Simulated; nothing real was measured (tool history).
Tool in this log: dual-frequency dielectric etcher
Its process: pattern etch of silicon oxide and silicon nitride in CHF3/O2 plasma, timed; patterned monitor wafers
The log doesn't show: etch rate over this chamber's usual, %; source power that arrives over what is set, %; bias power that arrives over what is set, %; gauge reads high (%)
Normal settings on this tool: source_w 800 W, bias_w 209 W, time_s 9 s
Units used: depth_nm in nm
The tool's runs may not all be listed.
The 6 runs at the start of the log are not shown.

run	hour	source_w	bias_w	time_s	wafers since the last listed run	hours since the last wet clean	hours since the last source power generator calibration	hours since the last bias power generator calibration	hours since the last upper electrode change	hours since the gauge calibration	read-back reference wafer on the same gauge, depth_nm	depth_nm
7	112	950	245	9	251	265.7	4422.8	3214.6	3000	888.3	16.3	17.98
8	126.9	950	245	9	256	280.6	4437.7	3229.5	3014.9	903.2	16.31	17.96
9	160.2	800	209	9	573	313.9	4471	3262.8	3048.2	936.5	16.33	15.63
10	194.4	800	209	9	588	348.1	4505.2	3297	3082.4	970.7	16.29	15.74
11	208.1	800	224	9	235	361.8	4518.9	3310.7	3096.1	984.4	16.27	16.29
# hour 218.5: gauge calibrated
# hour 234.2: wet clean of the chamber
12	234.7	650	254	10	44	0.5	4545.5	3337.3	3122.7	16.2	16.32	17.25
13	251.8	800	209	9	294	17.6	4562.6	3354.4	3139.8	33.3	16.3	15.23
14	272.7	800	209	9	359	38.5	4583.5	3375.3	3160.7	54.2	16.28	15.23
15	298.6	660	233	8	445	64.4	4609.4	3401.2	3186.6	80.1	16.3	13.44
16	318.2	800	209	9	337	84	4629	3420.8	3206.2	99.7	16.31	15.31
17	336.8	600	161	11.5	320	102.6	4647.6	3439.4	3224.8	118.3	16.32	15.47
18	356.4	800	209	9	337	122.2	4667.2	3459	3244.4	137.9	16.31	15.48
19	375.9	720	209	9	335	141.7	4686.7	3478.5	3263.9	157.4	16.3	14.99
20	400.5	960	209	7.5	423	166.3	4711.3	3503.1	3288.5	182	16.31	13.62
# hour 432.3: source power generator calibrated
# hour 489.2: bias power generator calibrated
# hour 498.3: upper electrode replaced
21	498.8	960	177	7.5	1397	264.6	66.5	9.6	0.5	280.3	16.28	12.69
22	512.3	1000	209	9	232	278.1	80	23.1	14	293.8	16.29	16.92
23	527.8	730	183	10.5	266	293.6	95.5	38.6	29.5	309.3	16.29	16.51
24	553.8	630	181	8	447	319.6	121.5	64.6	55.5	335.3	16.28	11.91
25	584.4	740	244	9	526	350.2	152.1	95.2	86.1	365.9	16.3	16.42
26	605.2	710	164	9	358	371	172.9	116	106.9	386.7	16.3	13.24
# hour 643.1: wet clean of the chamber
27	643.6	800	209	9	247	0.5	211.3	154.4	145.3	425.1	16.3	15.19
28	663.3	980	159	10.5	339	20.2	231	174.1	165	444.8	16.29	16.53
29	688.9	800	209	9	440	45.8	256.6	199.7	190.6	470.4	16.31	15.18
30	701.5	800	209	9	216	58.4	269.2	212.3	203.2	483	16.29	15.18

What if the next run were any one of these 4? Each begins from the tool's condition after run 30:
A	701.9	800	209	9	6	58.8	269.6	212.7	203.6	483.4	?	?
B	701.9	870	209	9.5	6	58.8	269.6	212.7	203.6	483.4	?	?
C	701.9	870	172	7	6	58.8	269.6	212.7	203.6	483.4	?	?
D	701.9	650	244	9	6	58.8	269.6	212.7	203.6	483.4	?	?

run	read-back reference wafer on the same gauge, depth_nm	depth_nm
A	16.28	15.31
B	16.28	16.65
C	16.28	11.08
D	16.28	15.43
The same runs, with their run-to-run variation unchanged, on a tool lacking any hidden condition would have given:
run	depth_nm
A	15.31
B	16.65
C	11.08
D	15.43
